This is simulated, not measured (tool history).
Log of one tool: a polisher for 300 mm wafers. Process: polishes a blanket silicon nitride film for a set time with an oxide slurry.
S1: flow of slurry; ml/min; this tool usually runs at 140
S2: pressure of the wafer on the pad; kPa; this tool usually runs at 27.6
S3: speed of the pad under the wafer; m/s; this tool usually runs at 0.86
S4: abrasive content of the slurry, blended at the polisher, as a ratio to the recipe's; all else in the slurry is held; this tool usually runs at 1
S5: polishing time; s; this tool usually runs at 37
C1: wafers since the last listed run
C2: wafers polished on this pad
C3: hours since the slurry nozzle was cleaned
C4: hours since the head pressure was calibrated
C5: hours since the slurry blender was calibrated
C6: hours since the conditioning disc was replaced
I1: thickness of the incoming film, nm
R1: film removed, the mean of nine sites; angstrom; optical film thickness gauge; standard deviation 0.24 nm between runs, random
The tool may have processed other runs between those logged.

| run | hour | S1 | S2 | S3 | S4 | S5 | C1 | C2 | C3 | C4 | C5 | C6 | I1 | R1 |
|---|---|---|---|---|---|---|---|---|---|---|---|---|---|---|
| 1 | 0 | 140 | 27.6 | 0.86 | 1 | 37 | 0 | 1029 | 434.5 | 693.8 | 170.7 | 221.4 | 578.1 | 231 |
| 2 | 25.9 | 140 | 27.6 | 0.86 | 1 | 37 | 347 | 1376 | 460.4 | 719.7 | 196.6 | 247.3 | 582.6 | 229 |
|  | 53.8 | conditioning disc replaced and pad reconditioned |
| 3 | 80.1 | 140 | 27.6 | 0.86 | 1 | 37 | 699 | 2075 | 514.6 | 773.9 | 250.8 | 26.3 | 576 | 241 |
|  | 107.7 | slurry blender recalibrated |
| 4 | 109 | 140 | 27.6 | 1.08 | 1.1 | 37 | 360 | 2436 | 543.5 | 802.8 | 1.3 | 55.2 | 574 | 304 |
| 5 | 150.3 | 140 | 27.6 | 1.08 | 1.1 | 37 | 553 | 2989 | 584.8 | 844.1 | 42.6 | 96.5 | 567 | 303 |
| 6 | 193.1 | 140 | 34.5 | 0.86 | 1 | 37 | 573 | 3563 | 627.6 | 886.9 | 85.4 | 139.3 | 565.8 | 273 |
|  | 216.4 | worn pad replaced by a new one |
|  | 226.4 | slurry nozzle cleaned |
| 7 | 243.7 | 140 | 34.5 | 0.86 | 1 | 37 | 611 | 352 | 17.3 | 937.5 | 136 | 189.9 | 570.6 | 273 |
| 8 | 295.1 | 140 | 34.5 | 0.86 | 1 | 37 | 688 | 1041 | 68.7 | 988.9 | 187.4 | 241.3 | 561.6 | 262 |
|  | 318.7 | conditioning disc replaced and pad reconditioned |
| 9 | 365.6 | 140 | 27.6 | 0.86 | 1 | 37 | 917 | 1959 | 139.2 | 1059.4 | 257.9 | 46.9 | 565.2 | 215 |
|  | 386.6 | slurry blender recalibrated |
| 10 | 416.3 | 140 | 27.6 | 0.86 | 1.05 | 37 | 652 | 2611 | 189.9 | 1110.1 | 29.7 | 97.6 | 564.2 | 216 |
| 11 | 446.4 | 140 | 27.6 | 0.86 | 1.05 | 37 | 403 | 3015 | 220 | 1140.2 | 59.8 | 127.7 | 557.7 | 222 |
|  | 478.7 | worn pad replaced by a new one |
| 12 | 498.5 | 140 | 27.6 | 0.86 | 1.05 | 37 | 644 | 265 | 272.1 | 1192.3 | 111.9 | 179.8 | 573 | 214 |
| 13 | 565.9 | 140 | 27.6 | 0.86 | 1 | 37 | 903 | 1168 | 339.5 | 1259.7 | 179.3 | 247.2 | 566.5 | 204 |
|  | 585.4 | conditioning disc replaced and pad reconditioned, repeated, since the last time left the tool worse |
| 14 | 631.8 | 185 | 27.6 | 0.86 | 1.1 | 37 | 856 | 2024 | 405.4 | 1325.6 | 245.2 | 46.4 | 570.1 | 272 |
|  | 642.8 | head pressure recalibrated |
|  | 655.1 | slurry blender recalibrated |
| 15 | 693.6 | 140 | 27.6 | 0.86 | 1 | 37 | 774 | 2799 | 467.2 | 50.8 | 38.5 | 108.2 | 575.9 | 240 |
| 16 | 719.3 | 140 | 27.6 | 0.86 | 1 | 37 | 344 | 3143 | 492.9 | 76.5 | 64.2 | 133.9 | 559.9 | 240 |
|  | 760.5 | worn pad replaced by a new one |
| 17 | 781.4 | 180 | 31.7 | 0.86 | 1 | 37 | 778 | 280 | 555 | 138.6 | 126.3 | 196 | 575.3 | 267 |
|  | 810.5 | conditioning disc replaced and pad reconditioned |
| 18 | 811 | 95 | 27.6 | 0.86 | 1 | 24 | 369 | 650 | 584.6 | 168.2 | 155.9 | 0.5 | 562.9 | 147 |
|  | 878.5 | slurry blender recalibrated |
|  | 888.2 | slurry nozzle cleaned |
| 19 | 997.5 | 95 | 27.6 | 0.86 | 1 | 24 | 2458 | 3109 | 109.3 | 354.7 | 119 | 187 | 565.1 | 143 |
|  | 1008.9 | worn pad replaced by a new one |
| 20 | 1022.9 | 140 | 27.6 | 0.86 | 1 | 34 | 286 | 187 | 134.7 | 380.1 | 144.4 | 212.4 | 576.4 | 217 |
|  | 1065.3 | conditioning disc replaced and pad reconditioned |
| 21 | 1083.1 | 160 | 27.6 | 0.66 | 1 | 42 | 779 | 967 | 194.9 | 440.3 | 204.6 | 17.8 | 578.1 | 232 |
|  | 1104 | slurry blender recalibrated |
| 22 | 1132.1 | 140 | 27.6 | 0.86 | 1 | 37 | 629 | 1597 | 243.9 | 489.3 | 28.1 | 66.8 | 568.4 | 248 |
| 23 | 1159 | 140 | 33.8 | 0.86 | 1 | 37 | 360 | 1957 | 270.8 | 516.2 | 55 | 93.7 | 578.7 | 278 |
| 24 | 1216.5 | 185 | 27.6 | 0.86 | 1 | 37 | 770 | 2728 | 328.3 | 573.7 | 112.5 | 151.2 | 568.1 | 249 |
| 25 | 1259.4 | 140 | 27.6 | 0.86 | 1 | 37 | 574 | 3303 | 371.2 | 616.6 | 155.4 | 194.1 | 560.2 | 237 |
|  | 1281.6 | worn pad replaced by a new one |
| 26 | 1291.8 | 140 | 31.7 | 0.74 | 1 | 37 | 380 | 136 | 403.6 | 649 | 187.8 | 226.5 | 565.7 | 231 |

Predict each of these 3 candidate next runs independently; none follows another, all start after run 26:
| A | 1292.2 | 140 | 27.6 | 0.86 | 1 | 37 | 5 | 142 | 404 | 649.4 | 188.2 | 226.9 | 578.2 | ? |
| B | 1292.2 | 160 | 24.8 | 1.06 | 0.9 | 37 | 5 | 142 | 404 | 649.4 | 188.2 | 226.9 | 578.2 | ? |
| C | 1292.2 | 190 | 33.1 | 0.86 | 1 | 37 | 5 | 142 | 404 | 649.4 | 188.2 | 226.9 | 578.2 | ? |

| run | R1 |
|---|---|
| A | 232 |
| B | 241 |
| C | 273 |
Without the tool's unlogged condition, the same runs would have read:
| run | R1 |
|---|---|
| A | 248 |
| B | 259 |
| C | 294 |
